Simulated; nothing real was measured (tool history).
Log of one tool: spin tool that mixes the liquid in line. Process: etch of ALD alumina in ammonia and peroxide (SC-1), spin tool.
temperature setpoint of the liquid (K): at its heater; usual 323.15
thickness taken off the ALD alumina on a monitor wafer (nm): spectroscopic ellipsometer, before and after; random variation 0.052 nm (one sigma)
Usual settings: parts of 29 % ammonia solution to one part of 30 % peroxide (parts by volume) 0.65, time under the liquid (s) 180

run	hour	temperature setpoint of the liquid (K)	parts of 29 % ammonia solution to one part of 30 % peroxide (parts by volume)	time under the liquid (s)	wafers since the last listed run	hours since the thermometer was replaced	hours since the ammonia flow meter was replaced	hours since the heated supply line was repaired	hours since the drum of ammonia solution was connected	hours since the gauge calibration	read-back film thickness of the ALD alumina reference wafer, read on the same gauge (nm)	thickness taken off the ALD alumina on a monitor wafer (nm)
1	0	323.15	0.85	180	0	842.6	1289.7	2788.4	147.7	176.9	129.98	8.65
2	27.5	323.15	0.85	180	208	870.1	1317.2	2815.9	175.2	204.4	130	8.63
3	58.5	323.15	0.85	180	235	901.1	1348.2	2846.9	206.2	235.4	130	8.64
4	77.2	323.15	0.65	180	142	919.8	1366.9	2865.6	224.9	254.1	129.98	8.48
5	103	323.15	0.65	180	196	945.6	1392.7	2891.4	250.7	279.9	130	8.47
6	131.3	323.15	0.65	180	215	973.9	1421	2919.7	279	308.2	130.03	8.52
# hour 151.1: ammonia flow meter replaced
7	166.7	323.15	0.55	180	261	1009.3	15.6	2955.1	314.4	343.6	129.98	8.39
8	186.3	323.15	0.55	180	148	1028.9	35.2	2974.7	334	363.2	130.01	8.38
# hour 218.4: thermometer replaced
9	221.3	326.15	0.65	180	258	2.9	70.2	3009.7	369	398.2	130	8.86
# hour 246.3: heated supply line repaired
# hour 248.8: gauge calibrated
10	252.3	320.65	0.8	245	227	33.9	101.2	6	400	3.5	130.02	11.35
11	272.9	323.15	0.85	180	156	54.5	121.8	26.6	420.6	24.1	130.02	9.66
12	293.2	323.15	0.65	180	154	74.8	142.1	46.9	440.9	44.4	129.99	9.44
# hour 297: new drum of ammonia solution connected
13	323.6	323.15	0.4	280	223	105.2	172.5	77.3	26.6	74.8	130.01	14.13
14	340	323.15	0.65	180	124	121.6	188.9	93.7	43	91.2	130.01	9.41
15	353.4	315.15	0.9	125	101	135	202.3	107.1	56.4	104.6	129.99	4.3
16	381.4	329.65	0.75	270	212	163	230.3	135.1	84.4	132.6	129.98	20.41

Forecast each of these 3 alternatives for the next run:
A	381.9	323.15	0.65	180	3	163.5	230.8	135.6	84.9	133.1	?	?
B	381.9	329.15	0.4	180	3	163.5	230.8	135.6	84.9	133.1	?	?
C	381.9	329.65	0.85	180	3	163.5	230.8	135.6	84.9	133.1	?	?

run	read-back film thickness of the ALD alumina reference wafer, read on the same gauge (nm)	thickness taken off the ALD alumina on a monitor wafer (nm)
A	129.99	9.52
B	129.99	12.57
C	129.99	13.86
Without the tool's hidden state the same runs would have given:
run	thickness taken off the ALD alumina on a monitor wafer (nm)
A	9.64
B	12.72
C	14.03
